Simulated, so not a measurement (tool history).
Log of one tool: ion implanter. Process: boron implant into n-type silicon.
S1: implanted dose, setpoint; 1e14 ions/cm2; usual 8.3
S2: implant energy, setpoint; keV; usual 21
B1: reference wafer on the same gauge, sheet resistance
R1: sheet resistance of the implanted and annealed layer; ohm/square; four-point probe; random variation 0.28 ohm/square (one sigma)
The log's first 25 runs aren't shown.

run,hour,S1,S2,B1,R1
26,761.6,9.23,21,134.05,122.47
27,788.6,8.3,21,134.01,134.39
28,814.6,8.3,26.5,133.98,131.86
29,841,8.3,21,133.93,134.74
30,858.3,6.63,18.5,134.01,165.12
31,892.8,8.3,25,133.88,131.78
32,909.8,9.62,16.5,134,120.43
33,943.6,7.32,24.5,133.95,146.75
34,960.3,7.3,21,133.94,149.21
35,992.2,8.3,21,134.01,133.55
36,1074.8,8.3,21,133.91,133.43

Forecast each of these 5 alternatives for the next run:
A,1075.2,8.3,21,?,?
B,1075.2,8.3,28.5,?,?
C,1075.2,6.18,18.5,?,?
D,1075.2,10.7,27,?,?
E,1075.2,7.42,21,?,?

run,B1,R1
A,133.97,132.69
B,133.97,129.47
C,133.97,173.25
D,133.97,105
E,133.97,146.17
Without the tool's hidden state the same runs would have given:
run,R1
A,135.4
B,132.05
C,176.78
D,107.09
E,149.17
